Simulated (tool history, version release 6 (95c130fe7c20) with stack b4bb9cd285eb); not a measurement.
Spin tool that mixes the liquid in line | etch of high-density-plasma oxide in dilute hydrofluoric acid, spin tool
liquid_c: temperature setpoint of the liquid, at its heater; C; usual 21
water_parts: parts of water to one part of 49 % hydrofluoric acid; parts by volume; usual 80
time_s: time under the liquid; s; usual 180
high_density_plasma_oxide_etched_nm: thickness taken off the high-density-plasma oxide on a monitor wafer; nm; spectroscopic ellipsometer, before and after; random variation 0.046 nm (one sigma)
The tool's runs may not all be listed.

| run | hour | liquid_c | water_parts | time_s | read-back film thickness of the high-density-plasma oxide reference wafer, read on the same gauge (nm) | high_density_plasma_oxide_etched_nm |
|---|---|---|---|---|---|---|
| 1 | 0 | 21 | 100 | 180 | 108.14 | 7.81 |
| 2 | 71.5 | 21 | 80 | 180 | 107.99 | 9.97 |
| 3 | 96.4 | 21 | 55 | 230 | 107.95 | 19.04 |
| 4 | 132.6 | 21 | 55 | 230 | 107.88 | 19.14 |
| 5 | 248.9 | 21 | 55 | 230 | 107.83 | 19.19 |
|  | 274.1 | gauge calibrated |
| 6 | 308.9 | 21 | 80 | 180 | 109.23 | 10.04 |
| 7 | 339.2 | 21 | 80 | 180 | 108.94 | 10.06 |
| 8 | 405.8 | 21 | 80 | 180 | 108.39 | 9.96 |
|  | 416.4 | thermometer replaced |
| 9 | 446.4 | 21 | 80 | 135 | 108.13 | 7.49 |
| 10 | 499 | 21 | 80 | 275 | 107.91 | 15.19 |
| 11 | 533.5 | 21 | 80 | 180 | 107.8 | 9.94 |
| 12 | 590.7 | 21 | 120 | 180 | 107.62 | 6.36 |
|  | 598.7 | hydrofluoric acid flow meter replaced |
| 13 | 649.8 | 21 | 55 | 220 | 107.53 | 18.18 |

Forecast run 14:
| 14 | 721.3 | 21 | 80 | 100 | ? | ? |

Run 14 gave read-back film thickness of the high-density-plasma oxide reference wafer, read on the same gauge (nm) 107.4, high_density_plasma_oxide_etched_nm 5.52 nm.
Without the tool's hidden state the same run would have given high_density_plasma_oxide_etched_nm 5.65 nm.
